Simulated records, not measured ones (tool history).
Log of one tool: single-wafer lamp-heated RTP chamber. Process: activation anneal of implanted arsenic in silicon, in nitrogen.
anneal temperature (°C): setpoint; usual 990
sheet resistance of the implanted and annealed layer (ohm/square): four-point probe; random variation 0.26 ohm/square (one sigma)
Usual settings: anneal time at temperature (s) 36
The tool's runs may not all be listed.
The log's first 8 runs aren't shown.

run,hour,anneal temperature (°C),anneal time at temperature (s),wafers since the last listed run,wafers since the last pyrometer calibration,wafers since the reflector plate was cleaned,hours since the gauge calibration,"read-back reference wafer on the same gauge, sheet resistance",sheet resistance of the implanted and annealed layer (ohm/square)
9,356.7,990,36,235,3302,2777,2103.7,191.01,170.95
10,404.1,990,36,311,3613,3088,2151.1,190.88,170.8
11,459.1,990,36,360,3974,3449,2206.1,190.97,171.21
12,524.6,990,36,429,4404,3879,2271.6,190.99,170.86
# hour 577.6: pyrometer window cleaned and pyrometer calibrated
13,658.4,990,36,825,530,4705,2405.4,191.05,171.28
14,701.9,976,29,285,815,4990,2448.9,190.97,173.87
15,735.3,1008,36,219,1035,5209,2482.3,190.92,168.7
16,788.6,1006,46,349,1384,5559,2535.6,190.97,167.57
17,824.9,976,45,238,1623,5797,2571.9,191,171.75
18,878.5,990,19,351,1974,6149,2625.5,191.04,173.67
19,926.1,1009,45,312,2287,6462,2673.1,190.97,167.41
# hour 957.3: reflector plate cleaned
20,957.8,964,36,155,2442,3,2704.8,191.07,174.08
21,1015.5,990,53,378,2821,382,2762.5,190.95,169.77
22,1060.3,990,52,294,3115,676,2807.3,191.01,169.29
23,1131,990,36,463,3579,1140,2878,190.97,170.78
# hour 1132.3: gauge calibrated
24,1167.9,990,26,242,3821,1382,35.6,191.04,172.52
25,1237.6,962,36,457,4279,1839,105.3,191.07,173.44
26,1302.5,963,44,425,4705,2265,170.2,190.98,172.93
27,1352.2,1012,36,326,5031,2591,219.9,191.09,167.24
28,1409.2,1010,16,374,5405,2965,276.9,190.97,172.02
# hour 1465.3: pyrometer window cleaned and pyrometer calibrated
29,1484.8,990,50,443,128,3409,352.5,190.91,169.71
30,1535.7,1005,28,334,462,3743,403.4,191,170.86
31,1590,990,52,356,818,4099,457.7,190.98,169.36
32,1616.7,1006,53,175,993,4275,484.4,190.93,166.83
33,1686.7,990,36,459,1453,4734,554.4,191.14,170.47

Forecast run 34:
34,1749.9,963,46,414,1867,5149,617.6,?,?

{"run 34": {"read-back reference wafer on the same gauge, sheet resistance": 190.99, "sheet resistance of the implanted and annealed layer (ohm/square)": 172.52}}
Without the tool's hidden state the same run would have given sheet resistance of the implanted and annealed layer (ohm/square) 174.42.

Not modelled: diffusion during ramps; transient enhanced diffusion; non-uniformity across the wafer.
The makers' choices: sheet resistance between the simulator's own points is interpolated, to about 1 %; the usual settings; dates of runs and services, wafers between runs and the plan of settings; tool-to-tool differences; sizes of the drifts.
